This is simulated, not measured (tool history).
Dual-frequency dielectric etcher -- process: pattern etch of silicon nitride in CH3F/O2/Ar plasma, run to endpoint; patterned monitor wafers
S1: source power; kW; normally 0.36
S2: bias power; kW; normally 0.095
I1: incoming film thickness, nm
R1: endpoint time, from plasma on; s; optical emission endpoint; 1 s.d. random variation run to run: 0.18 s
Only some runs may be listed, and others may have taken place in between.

| run | hour | S1 | S2 | I1 | R1 |
|---|---|---|---|---|---|
| 1 | 0 | 0.31 | 0.108 | 36.02 | 54.6 |
| 2 | 35 | 0.36 | 0.101 | 35.44 | 50.8 |
| 3 | 66.3 | 0.36 | 0.101 | 35.92 | 51.3 |
| 4 | 99.6 | 0.36 | 0.101 | 36.03 | 51.3 |
| 5 | 120.4 | 0.36 | 0.095 | 35.97 | 52.5 |
| 6 | 144.5 | 0.33 | 0.095 | 35.88 | 54.5 |
| 7 | 176.4 | 0.32 | 0.095 | 35.79 | 54.9 |
| 8 | 199.6 | 0.36 | 0.095 | 35.7 | 51.7 |
| 9 | 243.4 | 0.36 | 0.095 | 35.83 | 51.6 |
| 10 | 264.7 | 0.36 | 0.095 | 35.9 | 51.3 |
| 11 | 305.7 | 0.36 | 0.095 | 35.68 | 53.7 |
| 12 | 325.1 | 0.36 | 0.095 | 36.4 | 54.8 |
| 13 | 343 | 0.38 | 0.117 | 35.74 | 47.7 |
| 14 | 376.2 | 0.36 | 0.095 | 36.23 | 53.9 |
| 15 | 397.5 | 0.41 | 0.111 | 35.96 | 47 |
| 16 | 428.5 | 0.36 | 0.095 | 35.85 | 53.1 |
| 17 | 443 | 0.29 | 0.116 | 35.62 | 54.2 |
| 18 | 478.6 | 0.36 | 0.109 | 35.9 | 50.2 |
| 19 | 499.5 | 0.41 | 0.089 | 36.14 | 51 |
| 20 | 535 | 0.44 | 0.084 | 35.93 | 49.6 |
| 21 | 559.8 | 0.41 | 0.074 | 36.11 | 54.7 |
| 22 | 592.8 | 0.36 | 0.095 | 36.14 | 52.4 |
| 23 | 626.2 | 0.36 | 0.095 | 35.77 | 51.7 |
| 24 | 644.7 | 0.36 | 0.095 | 35.85 | 52 |

The log once held 4 entries between its listed runs, left out of this copy. Where does each go, and what is different about the tool's unlogged condition between the listed run before it and the listed run after it?
After run 8, before run 9: source power generator calibrated (hour 218.2); upper electrode replaced (hour 242.9)
  etch rate over this chamber's usual, %: 2.97 -> 3.49
  measured minus no-state result, R1: -1.6 -> -1.8 s
After run 10, before run 11: wet clean of the chamber (hour 305.2)
  etch rate over this chamber's usual, %: 3.75 -> -0.961
  measured minus no-state result, R1: -1.9 -> +0.5 s
After run 13, before run 14: bias power generator calibrated (hour 360)
  etch rate over this chamber's usual, %: -0.512 -> -0.112
  measured minus no-state result, R1: +0.3 -> +0.1 s
